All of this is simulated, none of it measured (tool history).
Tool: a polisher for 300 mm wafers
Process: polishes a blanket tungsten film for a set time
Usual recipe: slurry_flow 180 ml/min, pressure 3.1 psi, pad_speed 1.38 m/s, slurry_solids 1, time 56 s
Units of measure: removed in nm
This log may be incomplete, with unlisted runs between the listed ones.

run	hour	slurry_flow	pressure	pad_speed	slurry_solids	time	incoming thickness of the incoming film, nm	removed
1	0	180	3.8	1.38	0.75	56	848.4	408.8
2	44	180	2.7	0.96	0.8	61	833.2	249.6
# hour 76.8: slurry tank refilled with fresh slurry and peroxide
3	108.5	180	3.1	1.38	1	56	854.3	339.1
# hour 173.6: worn pad replaced by a new one, of another model than before
4	176.9	180	3.4	1.38	0.9	56	843.5	359.1
5	223.3	180	2.7	0.94	1.2	56	837.2	279.7
6	279.9	180	3.1	1.38	1.1	74	841.7	451.4
# hour 296.6: slurry blender recalibrated
7	323.4	180	3.9	1.38	1	56	839.7	411.6
# hour 347.6: head pressure recalibrated
8	362.7	180	3.1	1.38	1	56	834.2	344.8
9	417.7	180	3.1	1.38	1.15	71	842.4	447
10	453.6	125	3.7	1.08	1	40	826.7	224.8
11	493	215	3.1	1.8	1	56	852.8	398.3
12	523.3	245	3.1	1.38	1	36	838.7	233.9
# hour 540.7: slurry tank refilled with fresh slurry and peroxide
13	555.7	180	3.1	1.06	1	56	856.6	315.4
# hour 563.5: slurry nozzle cleaned
14	598.6	220	3.8	1.38	1	67	845.6	489.2
15	658.2	180	3.1	1.38	1	37	820.4	227.1
# hour 670.9: worn pad replaced by a new one
16	682.7	215	3.7	1.38	1.1	62	836.2	447.7
# hour 729.5: slurry blender recalibrated
17	731	115	2.4	1.38	1	56	853.3	243.6
18	757.5	180	2.8	1.08	0.8	56	843.4	291.6
# hour 782.3: head pressure recalibrated
19	828	180	3.1	1.16	0.85	40	838.4	228.8

Expected results for the next run?
20	896.9	180	2.8	1.08	0.8	56	837.1	?

Run 20 yielded removed 284.5 nm.
Without the tool's hidden state the same run would have given removed 288.6 nm.

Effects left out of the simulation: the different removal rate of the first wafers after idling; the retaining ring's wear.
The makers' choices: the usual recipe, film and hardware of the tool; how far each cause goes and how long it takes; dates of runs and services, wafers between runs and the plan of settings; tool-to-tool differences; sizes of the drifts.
